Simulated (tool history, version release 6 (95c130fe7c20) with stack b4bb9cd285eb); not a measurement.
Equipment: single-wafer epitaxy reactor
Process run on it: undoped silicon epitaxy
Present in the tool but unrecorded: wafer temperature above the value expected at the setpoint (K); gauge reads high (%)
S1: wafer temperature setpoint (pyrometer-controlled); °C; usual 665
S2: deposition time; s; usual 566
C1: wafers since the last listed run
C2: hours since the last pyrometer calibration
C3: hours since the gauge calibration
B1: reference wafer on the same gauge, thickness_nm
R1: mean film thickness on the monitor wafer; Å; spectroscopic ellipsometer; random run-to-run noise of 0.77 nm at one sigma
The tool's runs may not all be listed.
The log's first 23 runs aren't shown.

| run | hour | S1 | S2 | C1 | C2 | C3 | B1 | R1 |
|---|---|---|---|---|---|---|---|---|
| 24 | 1238.5 | 665 | 633 | 70 | 1382.5 | 535.8 | 135.827 | 1533.74 |
| 25 | 1298.2 | 665 | 566 | 156 | 1442.2 | 595.5 | 135.834 | 1379.82 |
| 26 | 1339.6 | 660 | 655 | 108 | 1483.6 | 636.9 | 136.144 | 1440.09 |
| 27 | 1404.3 | 656 | 566 | 169 | 1548.3 | 701.6 | 136.127 | 1153.60 |
| 28 | 1457.7 | 665 | 566 | 139 | 1601.7 | 755.0 | 136.077 | 1364.57 |
| 29 | 1500.0 | 653 | 566 | 110 | 1644.0 | 797.3 | 135.934 | 1078.01 |
|  | 1545.0 | pyrometer calibrated |
| 30 | 1554.1 | 650 | 525 | 120 | 9.1 | 851.4 | 135.859 | 992.61 |
| 31 | 1619.8 | 665 | 650 | 171 | 74.8 | 917.1 | 136.121 | 1615.80 |
| 32 | 1682.7 | 669 | 529 | 164 | 137.7 | 980.0 | 135.962 | 1414.29 |
| 33 | 1712.6 | 665 | 566 | 78 | 167.6 | 1009.9 | 136.003 | 1409.61 |
| 34 | 1749.5 | 656 | 483 | 96 | 204.5 | 1046.8 | 136.021 | 1018.03 |
| 35 | 1784.1 | 672 | 608 | 90 | 239.1 | 1081.4 | 135.995 | 1715.14 |
|  | 1860.9 | gauge calibrated |
| 36 | 1994.9 | 658 | 670 | 551 | 449.9 | 134.0 | 135.885 | 1457.37 |

Forecast each of these 3 alternatives for the next run:
| A | 1995.5 | 665 | 490 | 1 | 450.5 | 134.6 | ? | ? |
| B | 1995.5 | 676 | 667 | 1 | 450.5 | 134.6 | ? | ? |
| C | 1995.5 | 658 | 566 | 1 | 450.5 | 134.6 | ? | ? |

| run | B1 | R1 |
|---|---|---|
| A | 135.933 | 1215.47 |
| B | 135.933 | 2025.47 |
| C | 135.933 | 1231.70 |
Had the tool no hidden state, the same runs would have come out as:
| run | R1 |
|---|---|
| A | 1225.00 |
| B | 2041.04 |
| C | 1241.49 |
